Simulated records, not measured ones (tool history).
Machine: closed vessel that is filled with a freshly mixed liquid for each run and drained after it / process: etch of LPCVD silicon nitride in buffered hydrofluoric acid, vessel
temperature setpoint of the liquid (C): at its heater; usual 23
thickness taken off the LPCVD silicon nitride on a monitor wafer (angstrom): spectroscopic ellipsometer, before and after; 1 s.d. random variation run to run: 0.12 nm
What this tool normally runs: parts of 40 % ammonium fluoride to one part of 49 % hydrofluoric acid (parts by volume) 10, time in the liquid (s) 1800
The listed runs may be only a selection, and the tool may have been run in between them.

run	day	temperature setpoint of the liquid (C)	parts of 40 % ammonium fluoride to one part of 49 % hydrofluoric acid (parts by volume)	time in the liquid (s)	wafers since the last listed run	hours since the thermometer was replaced	hours since the hydrofluoric acid flow meter was replaced	hours since the gauge calibration	read-back film thickness of the LPCVD silicon nitride reference wafer, read on the same gauge (nm)	thickness taken off the LPCVD silicon nitride on a monitor wafer (angstrom)
1	0	23	10	1800	0	1442.9	1067.2	361.8	100.01	235.9
2	0.554	23	10	1800	426	1456.2	1080.5	375.1	100.02	235.2
3	1.246	23	10	1800	531	1472.8	1097.1	391.7	99.99	234.2
4	1.925	20	10	1800	522	1489.1	1113.4	408	99.98	200.1
5	2.658	20	10	1800	563	1506.7	1131	425.6	100.03	197.8
6	3.1	20	10	1800	339	1517.3	1141.6	436.2	100.05	199
7	3.5	23	10	1800	307	1526.9	1151.2	445.8	100.02	235.8
8	4.071	23	10	1800	438	1540.6	1164.9	459.5	99.98	234.3
9	4.6	23	7	1800	406	1553.3	1177.6	472.2	100.03	323.8
10	5.021	23	7	1800	323	1563.4	1187.7	482.3	100	322.4
11	5.467	23	7	1800	342	1574.1	1198.4	493	100.03	320.2
12	6.158	27.5	11.5	2160	531	1590.7	1215	509.6	100.01	310.6
13	6.833	25.5	12	2560	518	1606.9	1231.2	525.8	99.98	317.6
14	7.279	23	10	1800	342	1617.6	1241.9	536.5	100.02	232.5
15	7.758	23	10	1800	368	1629.1	1253.4	548	100.05	235.2
16	8.067	23	10	1800	237	1636.5	1260.8	555.4	100.01	233.5
# day 8.254: gauge calibrated
17	8.379	28	12.5	830	240	1644	1268.3	3	99.97	112.7
# day 8.688: hydrofluoric acid flow meter replaced
18	9.125	18	11.5	1800	541	1661.9	10.5	20.9	100.03	175.2
19	9.558	23	13	1800	333	1672.3	20.9	31.3	99.99	206.3
20	10.238	23	8	1800	522	1688.6	37.2	47.6	100	316.5
21	10.596	27.5	13.5	1800	275	1697.2	45.8	56.2	100.04	252
22	11.212	25	7	1125	474	1712	60.6	71	100.01	256.9
# day 11.733: thermometer replaced
23	11.779	23	10	1800	403	1.1	74.2	84.6	99.98	232.6
24	12.367	21.5	14	790	451	15.2	88.3	98.7	100	67.4
25	13	27.5	7.5	965	486	30.4	103.5	113.9	99.99	205.1
26	13.558	23	12	1290	429	43.8	116.9	127.3	100.01	137.4
27	13.858	26.5	8.5	2625	230	51	124.1	134.5	99.98	463.6
28	14.6	26.5	6.5	1415	570	68.8	141.9	152.3	100.04	331.9
29	14.854	26.5	8	1330	195	74.9	148	158.4	100	249
30	15.2	25	8.5	1800	265	83.2	156.3	166.7	99.98	292.1
31	15.512	20.5	7	1195	240	90.7	163.8	174.2	100	186.5
32	15.896	23	10	1800	294	99.9	173	183.4	99.96	229.8
33	16.383	23	10	1800	374	111.6	184.7	195.1	100.04	230.5

3 options for the next run, each taken on its own from the tool as it stands now. Forecast them:
A	16.433	23	10	2555	38	112.8	185.9	196.3	?	?
B	16.433	19.5	10	1800	38	112.8	185.9	196.3	?	?
C	16.433	23	6.5	1800	38	112.8	185.9	196.3	?	?

run	read-back film thickness of the LPCVD silicon nitride reference wafer, read on the same gauge (nm)	thickness taken off the LPCVD silicon nitride on a monitor wafer (angstrom)
A	100.06	328.3
B	100.06	190.5
C	100.06	346.9
With no hidden state in the tool, these same runs would have given:
run	thickness taken off the LPCVD silicon nitride on a monitor wafer (angstrom)
A	333.2
B	193.3
C	351.2

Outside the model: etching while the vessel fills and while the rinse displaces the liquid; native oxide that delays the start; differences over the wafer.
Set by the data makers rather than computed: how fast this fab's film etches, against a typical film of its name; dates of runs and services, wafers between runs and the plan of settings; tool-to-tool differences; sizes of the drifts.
